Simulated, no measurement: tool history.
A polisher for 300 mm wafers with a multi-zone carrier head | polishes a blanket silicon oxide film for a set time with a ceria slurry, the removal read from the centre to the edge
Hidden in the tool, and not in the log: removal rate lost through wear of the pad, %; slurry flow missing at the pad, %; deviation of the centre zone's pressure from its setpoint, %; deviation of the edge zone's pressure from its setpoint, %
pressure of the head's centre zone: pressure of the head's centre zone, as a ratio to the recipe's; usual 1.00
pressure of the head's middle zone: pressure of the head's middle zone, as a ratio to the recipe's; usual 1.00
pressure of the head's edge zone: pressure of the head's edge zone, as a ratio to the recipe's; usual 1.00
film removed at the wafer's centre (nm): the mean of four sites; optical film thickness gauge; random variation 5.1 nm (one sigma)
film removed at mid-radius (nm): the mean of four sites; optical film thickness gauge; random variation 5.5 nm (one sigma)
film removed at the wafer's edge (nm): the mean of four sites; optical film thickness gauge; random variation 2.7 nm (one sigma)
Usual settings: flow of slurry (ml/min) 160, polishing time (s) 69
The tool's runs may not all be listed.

run	hour	flow of slurry (ml/min)	pressure of the head's centre zone	pressure of the head's middle zone	pressure of the head's edge zone	polishing time (s)	wafers since the last listed run	wafers polished on this pad	hours since the slurry nozzle was cleaned	hours since the centre zone pressure was calibrated	hours since the edge zone pressure was calibrated	hours since the carrier head's membrane was replaced	incoming thickness of the incoming film, nm	film removed at the wafer's centre (nm)	film removed at mid-radius (nm)	film removed at the wafer's edge (nm)
1	0.0	160	1.00	1.00	1.00	69	0	1006	3.7	722.6	251.9	719.3	1849.9	374.3	369.3	386.7
2	80.9	160	1.00	1.00	1.00	69	872	1878	84.6	803.5	332.8	800.2	1812.9	378.1	372.7	384.4
# hour 116.5: centre zone pressure recalibrated
3	128.1	160	1.00	1.00	1.00	69	487	2366	131.8	11.6	380.0	847.4	1804.4	378.5	370.7	378.1
4	213.3	160	1.00	1.00	1.00	69	919	3285	217.0	96.8	465.2	932.6	1869.8	367.3	364.8	382.5
# hour 300.9: edge zone pressure recalibrated
5	307.9	160	1.05	1.00	1.00	69	998	4284	311.6	191.4	7.0	1027.2	1862.2	395.0	371.0	377.5
# hour 332.4: slurry nozzle cleaned
# hour 335.3: worn pad replaced by a new one
6	413.6	160	1.05	1.00	1.00	69	1098	844	81.2	297.1	112.7	1132.9	1858.3	358.0	337.6	350.8
7	495.5	160	1.00	1.00	1.00	69	883	1728	163.1	379.0	194.6	1214.8	1850.1	334.1	341.5	342.3
8	552.5	160	1.07	1.00	1.00	69	614	2343	220.1	436.0	251.6	1271.8	1824.3	367.5	335.3	341.9
9	605.4	160	1.00	1.00	1.00	69	570	2913	273.0	488.9	304.5	1324.7	1873.6	331.3	332.1	340.7
# hour 639.4: carrier head's membrane replaced by a new one
10	670.9	160	0.94	1.05	0.93	69	652	3566	338.5	554.4	370.0	31.5	1847.9	312.0	346.2	330.3
# hour 698.8: worn pad replaced by a new one, repeated, since the last time left the tool worse
11	739.8	160	1.00	1.00	1.00	69	700	441	407.4	623.3	438.9	100.4	1850.6	397.0	379.3	394.5
# hour 754.7: slurry nozzle cleaned
12	815.7	160	0.90	0.97	1.06	79	807	1249	61.0	699.2	514.8	176.3	1820.7	394.5	416.3	453.8
# hour 859.7: edge zone pressure recalibrated
13	885.7	160	0.90	1.00	0.88	69	733	1983	131.0	769.2	26.0	246.3	1870.2	336.6	368.8	366.8
14	948.4	140	1.08	1.05	0.92	69	676	2659	193.7	831.9	88.7	309.0	1866.6	391.8	378.1	365.4
# hour 1045.2: worn pad replaced by a new one
15	1049.8	160	1.00	1.00	1.00	69	1050	49	295.1	933.3	190.1	410.4	1856.7	385.1	382.3	402.8
16	1126.2	120	1.00	1.05	1.00	69	824	873	371.5	1009.7	266.5	486.8	1837.5	361.2	364.2	375.6
# hour 1155.6: slurry nozzle cleaned
# hour 1184.5: centre zone pressure recalibrated
17	1219.5	160	1.12	1.00	0.96	69	974	1847	63.9	35.0	359.8	580.1	1825.7	421.0	380.2	380.8
18	1386.8	160	0.93	1.00	1.10	69	1804	3652	231.2	202.3	527.1	747.4	1870.0	349.5	381.6	394.0
# hour 1399.5: worn pad replaced by a new one
# hour 1414.1: edge zone pressure recalibrated
19	1425.9	160	0.93	1.00	1.10	69	357	262	270.3	241.4	11.8	786.5	1848.2	358.6	380.3	417.0
20	1483.1	160	1.00	1.00	1.00	69	617	879	327.5	298.6	69.0	843.7	1816.7	378.9	368.9	388.6
# hour 1550.3: slurry nozzle cleaned
21	1578.1	160	0.89	1.08	1.05	81	1014	1893	27.8	393.6	164.0	938.7	1857.8	401.7	464.9	462.3
22	1631.4	110	0.92	1.00	1.00	48	574	2468	81.1	446.9	217.3	992.0	1879.5	222.5	232.5	252.4

Hidden state or all else? Some run-to-run changes of film removed at the wafer's centre (nm), split into what the settings, what came in and random variation would give without the hidden state, and what is left for the hidden state (with any gauge scatter that isn't in both results):
Run 5 -> 6: slurry nozzle cleaned, worn pad replaced by a new one. film removed at the wafer's centre (nm) -37.0: hidden state -26.3, all else -10.7.
Run 10 -> 11: pressure of the head's centre zone 0.94 -> 1.00, pressure of the head's middle zone 1.05 -> 1.00, pressure of the head's edge zone 0.93 -> 1.00, worn pad replaced by a new one, repeated, since the last time left the tool worse. film removed at the wafer's centre (nm) +85.0: hidden state +48.4, all else +36.6.
Run 21 -> 22: flow of slurry (ml/min) 160 -> 110, pressure of the head's centre zone 0.89 -> 0.92, pressure of the head's middle zone 1.08 -> 1.00, pressure of the head's edge zone 1.05 -> 1.00, polishing time (s) 81 -> 48. film removed at the wafer's centre (nm) -179.2: hidden state +7.6, all else -186.8.
